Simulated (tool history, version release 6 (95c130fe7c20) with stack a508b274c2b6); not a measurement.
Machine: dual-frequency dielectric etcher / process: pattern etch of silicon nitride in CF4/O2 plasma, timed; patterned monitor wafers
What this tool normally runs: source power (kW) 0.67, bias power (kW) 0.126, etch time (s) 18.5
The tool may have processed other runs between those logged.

run    day  source power (kW)  bias power (kW)  etch time (s)  wafers since the last listed run  hours since the last wet clean  hours since the last source power generator calibration  hours since the last bias power generator calibration  hours since the last upper electrode change  hours since the gauge calibration  read-back reference wafer on the same gauge, depth_nm  mean etch depth across the wafer (nm)
  1      0               0.73            0.126           18.5                                 0                           395.5                                                   2641.1                                                 3681.1                                       4056.2                              114.6                                                  43.02                                  46.29
  2  0.408               0.73            0.126           18.5                               204                           405.3                                                   2650.9                                                 3690.9                                         4066                              124.4                                                  42.97                                  46.35
  3  1.404               0.73            0.126           18.5                               499                           429.2                                                   2674.8                                                 3714.8                                       4089.9                              148.3                                                  43.02                                  46.87
  4  1.754               0.67            0.126           18.5                               175                           437.6                                                   2683.2                                                 3723.2                                       4098.3                              156.7                                                     43                                  43.12
       2.6  -- gauge calibrated
     2.604  -- bias power generator calibrated
     3.162  -- upper electrode replaced
     3.621  -- wet clean of the chamber
     3.667  -- source power generator calibrated
  5  3.688               0.67            0.126           18.5                               353                             1.6                                                      0.5                                                     26                                         12.6                               26.1                                                  43.05                                  41.31
  6  3.979               0.67            0.126           18.5                               146                             8.6                                                      7.5                                                     33                                         19.6                               33.1                                                  43.03                                  40.96
  7  4.296               0.67            0.126           18.5                               158                            16.2                                                     15.1                                                   40.6                                         27.2                               40.7                                                     43                                     41
  8  4.579               0.76            0.126           23.5                               142                              23                                                     21.9                                                   47.4                                           34                               47.5                                                  43.04                                  58.18

Predict the results of run 9:
  9  5.254               0.67            0.108             21                               338                            39.2                                                     38.1                                                   63.6                                         50.2                               63.7                                                      ?                                      ?

{"run 9": {"read-back reference wafer on the same gauge, depth_nm": 43.02, "mean etch depth across the wafer (nm)": 45.16}}
Take away the tool's hidden state, keep the run-to-run variation as it was, and the same run would have given mean etch depth across the wafer (nm) 44.92.
